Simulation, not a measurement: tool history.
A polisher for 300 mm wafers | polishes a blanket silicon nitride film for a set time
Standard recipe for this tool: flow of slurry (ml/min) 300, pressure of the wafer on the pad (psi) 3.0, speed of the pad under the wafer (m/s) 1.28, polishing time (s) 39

run,hour,flow of slurry (ml/min),pressure of the wafer on the pad (psi),speed of the pad under the wafer (m/s),polishing time (s),"incoming thickness of the incoming film, nm",film removed (nm)
1,0.0,240,3.0,0.94,39,427.8,43.0
2,10.6,240,3.0,0.94,39,425.5,43.9
3,19.6,300,3.0,1.28,39,438.7,58.7
4,31.3,300,3.0,1.28,39,430.0,58.2
5,38.8,300,3.0,1.28,39,426.9,57.1
6,49.8,300,2.6,1.28,39,437.2,52.8
7,72.1,300,2.6,1.28,39,425.2,52.2
8,87.1,300,2.6,1.28,39,432.9,51.1
9,95.8,300,3.3,1.02,39,429.9,50.0
10,140.1,240,3.0,0.94,39,435.3,44.7
11,148.4,300,3.0,1.28,39,426.1,58.1
12,164.0,300,3.9,1.28,39,429.2,69.0
13,193.3,385,3.5,1.42,39,432.0,69.0
14,202.9,300,3.0,0.90,39,435.9,43.6
15,214.9,380,2.3,1.66,49,434.1,74.2
16,232.5,300,3.0,1.02,39,428.5,45.9
17,245.3,300,4.0,0.94,39,428.4,56.2
18,257.5,370,2.1,1.28,50,424.1,59.8

Between the runs listed above, the log contained 5 entries, not reproduced here. Where in the sequence does each belong, and how does what the log doesn't record of the tool's condition differ from the listed run before to the listed run after?
From run 2 to run 3: worn pad replaced by a new one (hour 18.1)
  removal rate lost through wear of the pad, %: 4.83 -> 0.803
  the result without the hidden state subtracted from the measured one, film removed (nm): -2.3 -> -0.4
From run 7 to run 8: slurry nozzle cleaned (hour 85.7)
  removal rate lost through wear of the pad, %: 3.3 -> 4.02
  the result without the hidden state subtracted from the measured one, film removed (nm): -1.7 -> -2.1
From run 9 to run 10: worn pad replaced by a new one (hour 132.5); head pressure recalibrated (hour 136.3)
  removal rate lost through wear of the pad, %: 4.43 -> 0.779
  the result without the hidden state subtracted from the measured one, film removed (nm): -2.4 -> -0.3
From run 16 to run 17: worn pad replaced by a new one (hour 238.8)
  removal rate lost through wear of the pad, %: 5.18 -> 0.709
  the result without the hidden state subtracted from the measured one, film removed (nm): -2.5 -> -0.4

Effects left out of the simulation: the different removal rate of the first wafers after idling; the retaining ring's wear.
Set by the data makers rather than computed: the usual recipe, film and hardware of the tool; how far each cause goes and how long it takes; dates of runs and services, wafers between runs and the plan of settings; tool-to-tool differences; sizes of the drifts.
